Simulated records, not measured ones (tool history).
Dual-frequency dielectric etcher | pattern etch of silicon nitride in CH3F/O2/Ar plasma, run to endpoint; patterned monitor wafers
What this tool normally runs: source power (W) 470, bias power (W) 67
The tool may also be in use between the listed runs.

run    hour  source power (W)  bias power (W)  incoming incoming film thickness, nm  endpoint time (s)
  1     0.0               560              78                                 32.59               38.4
  2    48.1               560              78                                 32.32               38.3
       73.9  -- wet clean of the chamber
  3   107.8               560              78                                 32.19               37.4
  4   149.1               470              67                                 32.46               42.7
  5   247.2               470              67                                 32.02               42.0
  6   451.9               470              67                                 32.19               42.5
  7   543.8               510              57                                 31.81               42.2
  8   608.2               510              57                                 31.86               42.5
      642.3  -- wet clean of the chamber
      830.0  -- source power generator calibrated
  9   858.2               510              57                                 32.40               43.1
 10   901.8               470              67                                 32.38               43.5
 11   938.9               470              67                                 32.10               42.9
 12   975.8               470              67                                 31.84               42.8
 13  1018.5               580              54                                 32.37               41.5
 14  1109.5               470              67                                 32.30               43.6
     1168.5  -- wet clean of the chamber
 15  1169.0               440              67                                 32.32               44.1
 16  1252.8               470              67                                 32.21               42.8
     1326.0  -- upper electrode replaced
 17  1345.4               560              78                                 31.80               37.6
     1406.7  -- bias power generator calibrated
 18  1443.7               560              84                                 32.19               37.5
 19  1493.3               470              67                                 32.23               43.0
 20  1578.2               360              59                                 32.35               51.1
 21  1640.3               540              67                                 31.90               40.3
     1687.3  -- wet clean of the chamber
 22  1717.4               510              83                                 32.14               38.8
 23  1758.8               380              73                                 32.09               46.1
 24  2065.2               570              73                                 32.23               38.7

State the hidden condition of the tool at each of the runs:
bias power that arrives over what is set, %: 0, the same for each run
H1: etch rate over this chamber's usual, %
H2: source power that arrives over what is set, %
run       H1    H2
  1    -1.55  3.89
  2    -1.74  4.04
  3   -0.539  4.22
  4   -0.706  4.35
  5     -1.1  4.67
  6    -1.93  5.37
  7     -2.3   5.7
  8    -2.56  5.94
  9       -1   1.2
 10    -1.18   1.2
 11    -1.33   1.2
 12    -1.48  1.21
 13    -1.65  1.22
 14    -2.02  1.25
 15  -0.0997  1.27
 16   -0.437  1.31
 17   -0.811  1.36
 18    -1.21  1.43
 19    -1.41  1.47
 20    -1.75  1.55
 21       -2  1.61
 22   -0.164  1.69
 23   -0.331  1.74
 24    -1.57  2.15
